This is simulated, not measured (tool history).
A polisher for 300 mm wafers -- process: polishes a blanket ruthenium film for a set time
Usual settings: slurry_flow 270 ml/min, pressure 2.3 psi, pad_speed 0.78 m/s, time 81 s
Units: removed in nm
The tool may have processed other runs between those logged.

run,hour,slurry_flow,pressure,pad_speed,time,wafers since the last listed run,wafers polished on this pad,hours since the slurry nozzle was cleaned,hours since the head pressure was calibrated,"incoming thickness of the incoming film, nm",removed
1,0,270,2.3,0.78,81,0,1465,759,180.1,333.7,80.5
# hour 50.9: slurry nozzle cleaned
2,78.7,270,2.3,0.78,81,806,2271,27.8,258.8,327.7,76.1
# hour 178.2: worn pad replaced by a new one
3,229.3,270,2.5,0.78,81,1521,530,178.4,409.4,327.8,84.1
4,304.9,270,2.5,0.78,81,784,1315,254,485,332.4,83.5
5,410.7,270,2.5,0.78,81,1097,2412,359.8,590.8,328.4,77
# hour 473.4: worn pad replaced by a new one
6,485.9,270,2.3,0.78,81,738,129,435,666,331.7,77.4
7,526.2,270,2.3,0.78,81,418,547,475.3,706.3,332.9,75.5
8,612.5,270,2.3,0.78,81,895,1443,561.6,792.6,329.2,71.4
# hour 683.8: head pressure recalibrated
9,710.9,270,2.3,0.78,81,1000,2443,660,27.1,329.4,78.4
# hour 771.8: worn pad replaced by a new one
10,776.3,270,2.9,0.94,81,637,47,725.4,92.5,326.8,119.7
11,827.6,270,2.8,0.78,81,532,579,776.7,143.8,334.5,93.2
# hour 884.2: slurry nozzle cleaned
12,907.4,225,2.8,0.66,81,817,1397,23.2,223.6,332.7,76.5
13,957.1,270,2.3,0.78,81,515,1912,72.9,273.3,331.4,79.2
14,1018.6,270,2.3,0.78,103,638,2551,134.4,334.8,329.7,96.7
15,1076.7,320,2.6,0.78,97,602,3154,192.5,392.9,331.9,98.2
# hour 1119.4: worn pad replaced by a new one
16,1150.9,325,2.3,0.78,56,728,326,266.7,467.1,326.8,55.5
17,1251.2,270,2.3,0.78,81,1040,1367,367,567.4,330.4,76
18,1327.6,270,1.7,0.78,101,792,2160,443.4,643.8,329.1,72.5
19,1377.8,270,2.9,0.78,81,520,2681,493.6,694,329.3,84.1
# hour 1430.4: worn pad replaced by a new one
20,1437.9,330,3,1,68,582,77,553.7,754.1,330.4,101.1
# hour 1451.8: head pressure recalibrated
21,1543,210,2.3,0.78,58,1069,1147,658.8,91.2,332.1,56.9

Alternative continuations, all from the tool just after run 21; predict every row:
A,1543.4,270,2.3,0.78,81,4,1151,659.2,91.6,326.4,?
B,1543.4,270,1.9,0.78,81,4,1151,659.2,91.6,326.4,?
C,1543.4,270,2.3,0.68,81,4,1151,659.2,91.6,326.4,?
D,1543.4,270,2.7,0.78,81,4,1151,659.2,91.6,326.4,?

run,removed
A,81.8
B,71.1
C,71.3
D,92.5
What these runs would have given with no unlogged condition in the tool:
run,removed
A,82.2
B,71.5
C,71.6
D,92.9
